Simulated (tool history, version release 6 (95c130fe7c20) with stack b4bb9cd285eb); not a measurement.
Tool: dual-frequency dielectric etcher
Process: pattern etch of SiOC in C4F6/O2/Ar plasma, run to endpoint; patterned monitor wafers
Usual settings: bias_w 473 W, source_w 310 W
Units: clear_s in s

run	day	bias_w	source_w	wafers since the last listed run	hours since the last wet clean	hours since the last bias power generator calibration	hours since the last source power generator calibration	hours since the last upper electrode change	incoming incoming film thickness, nm	clear_s
1	0	473	310	0	398.1	2382.2	2273.6	1960.2	44.45	16.6
2	0.75	473	310	276	416.1	2400.2	2291.6	1978.2	44.47	16.5
3	1.462	473	310	262	433.2	2417.3	2308.7	1995.3	44.78	16.7
4	1.9	473	310	161	443.7	2427.8	2319.2	2005.8	44.73	16.8
5	2.488	388	310	216	457.8	2441.9	2333.3	2019.9	43.97	17.8
6	2.871	388	310	141	467	2451.1	2342.5	2029.1	44.34	18
7	3.588	388	310	264	484.2	2468.3	2359.7	2046.3	44.21	17.8
8	4.433	403	350	311	504.5	2488.6	2380	2066.6	44.56	17
9	5.133	403	350	258	521.3	2505.4	2396.8	2083.4	44.38	16.9
10	5.762	473	310	231	536.4	2520.5	2411.9	2098.5	44.82	16.9
11	6.371	473	310	224	551	2535.1	2426.5	2113.1	44.42	16.8
12	7.025	438	310	241	566.7	2550.8	2442.2	2128.8	44.69	17.2
13	7.771	473	310	274	584.6	2568.7	2460.1	2146.7	44.74	16.9
# day 8.867: wet clean of the chamber
14	8.888	473	310	43	0.5	2595.5	2486.9	2173.5	44.62	16.2
15	8.9	359	360	4	0.8	2595.8	2487.2	2173.8	44.81	16.9
16	9.042	568	330	52	4.2	2599.2	2490.6	2177.2	44.42	14.6
# day 9.646: source power generator calibrated
17	9.675	473	310	172	19.4	2614.4	0.7	2192.4	44.42	16.2
# day 10.717: upper electrode replaced
18	10.738	393	310	23	44.9	2639.9	26.2	0.5	44.02	17.2
19	10.75	438	310	4	45.2	2640.2	26.5	0.8	44.46	16.6
20	11.254	473	270	185	57.3	2652.3	38.6	12.9	44.23	17.1
21	13.417	473	310	797	109.2	2704.2	90.5	64.8	44.54	16.3
# day 13.962: bias power generator calibrated
22	13.983	473	250	147	122.8	0.5	104.1	78.4	43.97	17.8
23	14.458	559	330	175	134.2	11.9	115.5	89.8	44.99	15
24	15.054	538	240	219	148.5	26.2	129.8	104.1	44.1	17.3
25	15.375	565	310	118	156.2	33.9	137.5	111.8	44.44	15.3
26	16.117	573	240	273	174	51.7	155.3	129.6	44.74	17.1
27	16.804	533	380	253	190.5	68.2	171.8	146.1	44.94	14.4
28	17.079	573	240	101	197.1	74.8	178.4	152.7	43.73	16.8
29	17.725	402	250	238	212.6	90.3	193.9	168.2	44.74	19.4

Forecast each of these 3 alternatives for the next run:
A	17.742	473	310	6	213	90.7	194.3	168.6	43.93	?
B	17.742	375	250	6	213	90.7	194.3	168.6	43.93	?
C	17.742	364	370	6	213	90.7	194.3	168.6	43.93	?

run	clear_s
A	16.2
B	19.5
C	16.5
Without the tool's hidden state the same runs would have given:
run	clear_s
A	15.9
B	19.2
C	16.2

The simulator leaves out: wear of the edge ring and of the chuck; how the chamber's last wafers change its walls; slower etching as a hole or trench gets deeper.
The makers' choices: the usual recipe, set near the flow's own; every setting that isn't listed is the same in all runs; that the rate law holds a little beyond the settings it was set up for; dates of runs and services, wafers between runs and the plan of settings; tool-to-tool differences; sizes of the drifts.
